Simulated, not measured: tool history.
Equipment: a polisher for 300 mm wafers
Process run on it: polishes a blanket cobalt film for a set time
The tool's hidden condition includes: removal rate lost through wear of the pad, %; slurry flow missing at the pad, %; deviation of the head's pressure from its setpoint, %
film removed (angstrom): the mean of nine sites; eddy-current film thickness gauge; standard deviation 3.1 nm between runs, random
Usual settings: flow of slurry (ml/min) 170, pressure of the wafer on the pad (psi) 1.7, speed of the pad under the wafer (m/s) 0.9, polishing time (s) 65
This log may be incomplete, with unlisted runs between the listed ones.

| run | hour | flow of slurry (ml/min) | pressure of the wafer on the pad (psi) | speed of the pad under the wafer (m/s) | polishing time (s) | wafers since the last listed run | wafers polished on this pad | hours since the slurry nozzle was cleaned | hours since the head pressure was calibrated | incoming thickness of the incoming film, nm | film removed (angstrom) |
|---|---|---|---|---|---|---|---|---|---|---|---|
| 1 | 0 | 170 | 1.7 | 0.9 | 65 | 0 | 1869 | 127.4 | 264.7 | 979.1 | 2628 |
| 2 | 34.5 | 170 | 1.7 | 0.9 | 65 | 248 | 2118 | 161.9 | 299.2 | 970.4 | 2633 |
| 3 | 65.2 | 170 | 1.7 | 0.9 | 65 | 221 | 2339 | 192.6 | 329.9 | 990.7 | 2613 |
| 4 | 133.3 | 170 | 1.7 | 0.9 | 65 | 490 | 2830 | 260.7 | 398 | 976.4 | 2637 |
|  | 185.6 | worn pad replaced by a new one |
| 5 | 186.9 | 170 | 1.7 | 0.9 | 65 | 357 | 9 | 314.3 | 451.6 | 967.4 | 2815 |
| 6 | 255.6 | 170 | 1.7 | 0.9 | 65 | 495 | 504 | 383 | 520.3 | 965.4 | 2736 |
| 7 | 281.4 | 170 | 1.7 | 0.9 | 65 | 185 | 690 | 408.8 | 546.1 | 977.5 | 2713 |
| 8 | 341.2 | 170 | 1.7 | 0.9 | 65 | 431 | 1121 | 468.6 | 605.9 | 973.7 | 2658 |
| 9 | 368.3 | 170 | 1.7 | 0.9 | 65 | 195 | 1316 | 495.7 | 633 | 965 | 2645 |
| 10 | 393.9 | 140 | 1.7 | 0.9 | 65 | 184 | 1501 | 521.3 | 658.6 | 961.8 | 2590 |
| 11 | 448.9 | 170 | 1.7 | 0.9 | 65 | 396 | 1897 | 576.3 | 713.6 | 970.9 | 2642 |
| 12 | 514.7 | 170 | 1.7 | 0.9 | 65 | 474 | 2371 | 642.1 | 779.4 | 971.1 | 2653 |
|  | 561.3 | slurry nozzle cleaned |
| 13 | 562.8 | 170 | 1.7 | 0.9 | 65 | 339 | 2711 | 1.5 | 827.5 | 974.5 | 2635 |
|  | 611.1 | head pressure recalibrated |
|  | 611.8 | worn pad replaced by a new one |
| 14 | 629.9 | 115 | 1.4 | 1 | 57 | 464 | 130 | 68.6 | 18.8 | 970.3 | 2003 |
| 15 | 662.6 | 170 | 1.5 | 0.9 | 65 | 235 | 366 | 101.3 | 51.5 | 961.3 | 2408 |
| 16 | 698.3 | 170 | 1.3 | 0.6 | 51 | 257 | 623 | 137 | 87.2 | 962.7 | 1121 |
| 17 | 752.1 | 195 | 1.4 | 0.66 | 55 | 387 | 1011 | 190.8 | 141 | 970.5 | 1447 |
| 18 | 822.1 | 170 | 2.2 | 0.9 | 65 | 504 | 1515 | 260.8 | 211 | 980 | 3385 |
| 19 | 871 | 170 | 1.7 | 0.9 | 48 | 352 | 1868 | 309.7 | 259.9 | 973.9 | 1962 |
| 20 | 898.6 | 170 | 1.7 | 0.9 | 65 | 198 | 2067 | 337.3 | 287.5 | 951.6 | 2594 |
| 21 | 929.1 | 170 | 1.7 | 0.9 | 65 | 219 | 2287 | 367.8 | 318 | 961.4 | 2595 |
| 22 | 995 | 170 | 2.3 | 0.72 | 65 | 474 | 2762 | 433.7 | 383.9 | 964.2 | 2887 |
|  | 1041.7 | worn pad replaced by a new one |
| 23 | 1062.8 | 170 | 1.7 | 1.12 | 65 | 459 | 151 | 501.5 | 451.7 | 960.5 | 3347 |
| 24 | 1109.7 | 170 | 1.7 | 0.66 | 65 | 338 | 489 | 548.4 | 498.6 | 950.8 | 2077 |
| 25 | 1176.7 | 170 | 1.7 | 0.9 | 65 | 482 | 972 | 615.4 | 565.6 | 971.9 | 2692 |
| 26 | 1218.7 | 190 | 1.2 | 0.6 | 42 | 302 | 1275 | 657.4 | 607.6 | 965.3 | 885 |
| 27 | 1287 | 170 | 1.7 | 0.9 | 65 | 492 | 1767 | 725.7 | 675.9 | 968.5 | 2694 |
| 28 | 1328.4 | 170 | 2.1 | 0.9 | 65 | 298 | 2066 | 767.1 | 717.3 | 968.9 | 3235 |
|  | 1339 | slurry nozzle cleaned |
| 29 | 1373.1 | 120 | 1.7 | 1.1 | 65 | 314 | 2381 | 34.1 | 762 | 957.4 | 2861 |
| 30 | 1441.6 | 200 | 1.7 | 0.9 | 73 | 493 | 2874 | 102.6 | 830.5 | 981.5 | 3018 |
| 31 | 1484.4 | 170 | 1.7 | 1.22 | 65 | 308 | 3183 | 145.4 | 873.3 | 969.8 | 3472 |
|  | 1489 | worn pad replaced by a new one |
| 32 | 1527.1 | 170 | 1.7 | 0.6 | 65 | 278 | 274 | 188.1 | 916 | 981 | 1939 |
|  | 1592 | head pressure recalibrated |
| 33 | 1592.5 | 170 | 1.2 | 0.9 | 46 | 456 | 731 | 253.5 | 0.5 | 987.2 | 1357 |
| 34 | 1661.2 | 170 | 1.7 | 0.8 | 57 | 495 | 1226 | 322.2 | 69.2 | 984 | 2144 |
| 35 | 1696.4 | 170 | 1.7 | 1.08 | 65 | 253 | 1480 | 357.4 | 104.4 | 958.5 | 3067 |
| 36 | 1753.3 | 115 | 1.7 | 0.9 | 65 | 410 | 1890 | 414.3 | 161.3 | 972.3 | 2431 |
| 37 | 1785.3 | 170 | 1.7 | 0.9 | 65 | 230 | 2121 | 446.3 | 193.3 | 985.3 | 2588 |

4 options for the next run, each taken on its own from the tool as it stands now. Forecast them:
| A | 1785.8 | 205 | 1.7 | 0.9 | 65 | 3 | 2124 | 446.8 | 193.8 | 968.4 | ? |
| B | 1785.8 | 120 | 1.4 | 0.9 | 65 | 3 | 2124 | 446.8 | 193.8 | 968.4 | ? |
| C | 1785.8 | 170 | 2.3 | 0.9 | 65 | 3 | 2124 | 446.8 | 193.8 | 968.4 | ? |
| D | 1785.8 | 130 | 2 | 0.9 | 65 | 3 | 2124 | 446.8 | 193.8 | 968.4 | ? |

| run | film removed (angstrom) |
|---|---|
| A | 2750 |
| B | 2047 |
| C | 3615 |
| D | 2981 |
Without the tool's hidden state the same runs would have given:
| run | film removed (angstrom) |
|---|---|
| A | 2931 |
| B | 2181 |
| C | 3853 |
| D | 3177 |
